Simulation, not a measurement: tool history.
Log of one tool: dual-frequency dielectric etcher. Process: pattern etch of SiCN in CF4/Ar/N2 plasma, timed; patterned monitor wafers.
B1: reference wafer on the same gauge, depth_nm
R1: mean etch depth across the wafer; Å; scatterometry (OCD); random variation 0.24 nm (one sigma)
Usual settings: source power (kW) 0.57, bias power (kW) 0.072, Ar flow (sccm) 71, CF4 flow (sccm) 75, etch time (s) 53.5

run 1 day=0 | source_power_(kW)=0.57 bias_power_(kW)=0.072 Ar_flow_(sccm)=77 CF4_flow_(sccm)=75 etch_time_(s)=53.5 | B1=61.8 | R1=657
run 2 day=2.904 | source_power_(kW)=0.57 bias_power_(kW)=0.072 Ar_flow_(sccm)=77 CF4_flow_(sccm)=75 etch_time_(s)=53.5 | B1=61.8 | R1=659
run 3 day=4.717 | source_power_(kW)=0.57 bias_power_(kW)=0.072 Ar_flow_(sccm)=77 CF4_flow_(sccm)=75 etch_time_(s)=53.5 | B1=61.8 | R1=654
run 4 day=6.492 | source_power_(kW)=0.57 bias_power_(kW)=0.072 Ar_flow_(sccm)=71 CF4_flow_(sccm)=75 etch_time_(s)=53.5 | B1=61.6 | R1=661
-- day=9.296 wet clean of the chamber
run 5 day=9.317 | source_power_(kW)=0.57 bias_power_(kW)=0.072 Ar_flow_(sccm)=71 CF4_flow_(sccm)=75 etch_time_(s)=42.5 | B1=61.5 | R1=526
run 6 day=10.975 | source_power_(kW)=0.57 bias_power_(kW)=0.072 Ar_flow_(sccm)=71 CF4_flow_(sccm)=89 etch_time_(s)=53.5 | B1=61.4 | R1=672
-- day=11.85 CF4 flow controller replaced
run 7 day=13.829 | source_power_(kW)=0.57 bias_power_(kW)=0.072 Ar_flow_(sccm)=71 CF4_flow_(sccm)=89 etch_time_(s)=53.5 | B1=61.4 | R1=666
run 8 day=15.367 | source_power_(kW)=0.57 bias_power_(kW)=0.072 Ar_flow_(sccm)=71 CF4_flow_(sccm)=89 etch_time_(s)=53.5 | B1=61.3 | R1=667
-- day=16.588 Ar flow controller replaced
run 9 day=17.267 | source_power_(kW)=0.57 bias_power_(kW)=0.072 Ar_flow_(sccm)=71 CF4_flow_(sccm)=85 etch_time_(s)=53.5 | B1=61.1 | R1=664
-- day=17.808 source power generator calibrated
run 10 day=18.612 | source_power_(kW)=0.57 bias_power_(kW)=0.072 Ar_flow_(sccm)=71 CF4_flow_(sccm)=85 etch_time_(s)=53.5 | B1=61 | R1=665
-- day=20.312 bias power generator calibrated
run 11 day=20.646 | source_power_(kW)=0.57 bias_power_(kW)=0.072 Ar_flow_(sccm)=71 CF4_flow_(sccm)=75 etch_time_(s)=53.5 | B1=61 | R1=654
run 12 day=22.058 | source_power_(kW)=0.57 bias_power_(kW)=0.063 Ar_flow_(sccm)=71 CF4_flow_(sccm)=86 etch_time_(s)=53.5 | B1=61 | R1=640
run 13 day=23.725 | source_power_(kW)=0.57 bias_power_(kW)=0.087 Ar_flow_(sccm)=71 CF4_flow_(sccm)=75 etch_time_(s)=66 | B1=60.8 | R1=851
-- day=26.025 wet clean of the chamber
run 14 day=26.046 | source_power_(kW)=0.57 bias_power_(kW)=0.072 Ar_flow_(sccm)=71 CF4_flow_(sccm)=82 etch_time_(s)=68 | B1=60.8 | R1=840
-- day=27.288 upper electrode replaced
run 15 day=27.308 | source_power_(kW)=0.62 bias_power_(kW)=0.065 Ar_flow_(sccm)=71 CF4_flow_(sccm)=75 etch_time_(s)=40 | B1=60.7 | R1=520
run 16 day=27.638 | source_power_(kW)=0.52 bias_power_(kW)=0.072 Ar_flow_(sccm)=63 CF4_flow_(sccm)=75 etch_time_(s)=53.5 | B1=60.8 | R1=600
-- day=27.858 gauge calibrated
run 17 day=29.162 | source_power_(kW)=0.57 bias_power_(kW)=0.072 Ar_flow_(sccm)=71 CF4_flow_(sccm)=75 etch_time_(s)=53.5 | B1=62.7 | R1=672
run 18 day=30.488 | source_power_(kW)=0.57 bias_power_(kW)=0.072 Ar_flow_(sccm)=71 CF4_flow_(sccm)=75 etch_time_(s)=53.5 | B1=62.7 | R1=676
run 19 day=32.504 | source_power_(kW)=0.53 bias_power_(kW)=0.072 Ar_flow_(sccm)=53 CF4_flow_(sccm)=94 etch_time_(s)=53.5 | B1=62.5 | R1=653
run 20 day=35.208 | source_power_(kW)=0.47 bias_power_(kW)=0.072 Ar_flow_(sccm)=80 CF4_flow_(sccm)=75 etch_time_(s)=49 | B1=62.5 | R1=489

4 ways to go on from here, each from the tool as it stands after run 20. What would each give?
run A day=35.225 | source_power_(kW)=0.57 bias_power_(kW)=0.072 Ar_flow_(sccm)=71 CF4_flow_(sccm)=75 etch_time_(s)=43 | B1=? | R1=?
run B day=35.225 | source_power_(kW)=0.57 bias_power_(kW)=0.072 Ar_flow_(sccm)=71 CF4_flow_(sccm)=70 etch_time_(s)=58.5 | B1=? | R1=?
run C day=35.225 | source_power_(kW)=0.57 bias_power_(kW)=0.072 Ar_flow_(sccm)=71 CF4_flow_(sccm)=75 etch_time_(s)=65.5 | B1=? | R1=?
run D day=35.225 | source_power_(kW)=0.57 bias_power_(kW)=0.072 Ar_flow_(sccm)=71 CF4_flow_(sccm)=83 etch_time_(s)=66 | B1=? | R1=?

run=A B1=62.4 R1=540
run=B B1=62.4 R1=730
run=C B1=62.4 R1=822
run=D B1=62.4 R1=836
Without the tool's hidden state the same runs would have given:
run=A R1=541
run=B R1=732
run=C R1=824
run=D R1=838
